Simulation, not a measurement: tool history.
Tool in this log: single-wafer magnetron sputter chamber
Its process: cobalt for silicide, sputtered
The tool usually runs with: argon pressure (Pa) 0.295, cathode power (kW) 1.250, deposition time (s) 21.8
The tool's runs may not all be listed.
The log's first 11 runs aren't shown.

run	hour	argon pressure (Pa)	cathode power (kW)	deposition time (s)	read-back reference wafer on the same gauge, thickness_nm	mean film thickness on the monitor wafer (Å)
12	925.9	0.348	1.250	21.8	11.998	130.78
13	1019.9	0.295	1.250	19.1	11.996	115.20
# hour 1054.1: magnet pack replaced
# hour 1064.6: sputter target and shields replaced
14	1081.7	0.295	1.250	19.1	11.992	118.64
15	1165.2	0.295	1.250	21.8	11.989	134.71
16	1204.2	0.295	1.250	21.8	12.000	135.04
17	1279.2	0.295	1.250	21.8	11.988	134.77
18	1356.5	0.388	1.550	24.8	12.002	170.55
19	1409.3	0.295	1.250	20.0	12.002	122.86
# hour 1438.4: gauge calibrated
20	1446.4	0.262	1.250	25.2	12.012	155.67
21	1500.0	0.409	1.450	18.7	12.004	121.18
# hour 1563.9: capacitance manometer re-zeroed and calibrated
22	1567.3	0.384	1.550	26.0	11.982	177.86
23	1623.0	0.237	0.950	23.5	11.987	123.44
# hour 1653.1: sputter target and shields replaced
24	1706.6	0.352	0.950	18.8	12.005	98.35
25	1998.5	0.295	1.250	18.3	12.000	113.08
26	2097.7	0.262	1.150	25.1	12.005	147.96
# hour 2168.4: sputter target and shields replaced
27	2200.9	0.295	1.050	18.8	11.995	105.24
28	2302.6	0.260	1.000	25.7	12.001	140.05
29	2388.0	0.295	1.500	23.0	11.997	158.68
30	2478.8	0.183	1.250	21.8	12.006	137.70
31	2539.8	0.295	1.250	21.8	11.998	133.10
32	2595.2	0.295	1.250	18.2	11.989	110.83

For run 33, what comes out?
33	2670.6	0.295	1.250	21.8	?	?

{"run 33": {"read-back reference wafer on the same gauge, thickness_nm": 12.001, "mean film thickness on the monitor wafer (Å)": 132.27}}
Without the tool's hidden state the same run would have given mean film thickness on the monitor wafer (Å) 136.36.
